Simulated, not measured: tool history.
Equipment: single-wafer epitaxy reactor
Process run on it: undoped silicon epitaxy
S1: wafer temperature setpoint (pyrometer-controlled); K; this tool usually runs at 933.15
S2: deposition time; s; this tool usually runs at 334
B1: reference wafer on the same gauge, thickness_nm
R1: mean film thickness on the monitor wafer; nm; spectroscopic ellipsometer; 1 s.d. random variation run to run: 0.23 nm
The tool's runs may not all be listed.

Run 1, hour 0: usual settings; B1 79.051. Result: R1 70.526 nm.
Run 2, hour 25.9: usual settings; B1 79.012. Result: R1 70.471 nm.
Run 3, hour 54: usual settings; B1 79.136. Result: R1 70.79 nm.
At hour 85.9: gauge calibrated.
Run 4, hour 89.6: usual settings; B1 77.161. Result: R1 69.133 nm.
Run 5, hour 120.4: usual settings; B1 77.508. Result: R1 69.183 nm.
Run 6, hour 173.6: usual settings; B1 77.791. Result: R1 69.34 nm.
Run 7, hour 227.8: usual settings; B1 78.052. Result: R1 69.963 nm.
Run 8, hour 298.2: usual settings; B1 78.238. Result: R1 70.297 nm.
Run 9, hour 363.3: usual settings; B1 78.546. Result: R1 70.247 nm.
At hour 396.2: pyrometer calibrated.
Run 10, hour 416.3: usual settings; B1 78.638. Result: R1 70.353 nm.
Run 11, hour 450.8: usual settings but S1 946.15 K, S2 312 s; B1 78.538. Result: R1 86.524 nm.
Run 12, hour 491.8: usual settings but S1 918.15 K, S2 276 s; B1 78.657. Result: R1 42.09 nm.
Run 13, hour 521.6: usual settings but S1 942.15 K, S2 279 s; B1 78.696. Result: R1 71.138 nm.
Run 14, hour 550: usual settings; B1 78.771. Result: R1 70.246 nm.
At hour 559: gauge calibrated.
Run 15, hour 617.4: usual settings but S2 287 s; B1 77.97. Result: R1 59.829 nm.
Run 16, hour 737.8: usual settings but S1 941.15 K, S2 268 s; B1 78.537. Result: R1 66.921 nm.
Run 17, hour 772.6: usual settings but S1 942.15 K, S2 279 s; B1 78.74. Result: R1 71.082 nm.
Run 18, hour 838.8: usual settings but S1 927.15 K, S2 271 s; B1 78.749. Result: R1 49.978 nm.
Run 19, hour 871.9: usual settings but S1 923.15 K, S2 269 s; B1 78.905. Result: R1 45.835 nm.

What the log doesn't show, run by run:
wafer temperature above the value expected at the setpoint (K): 0 at every run
H1: gauge reads high (%)
run       H1
  1      2.2
  2     2.22
  3     2.25
  4  -0.0367
  5     0.31
  6    0.775
  7     1.12
  8     1.42
  9     1.61
 10     1.71
 11     1.76
 12     1.81
 13     1.84
 14     1.87
 15    0.926
 16     1.68
 17     1.81
 18        2
 19     2.07

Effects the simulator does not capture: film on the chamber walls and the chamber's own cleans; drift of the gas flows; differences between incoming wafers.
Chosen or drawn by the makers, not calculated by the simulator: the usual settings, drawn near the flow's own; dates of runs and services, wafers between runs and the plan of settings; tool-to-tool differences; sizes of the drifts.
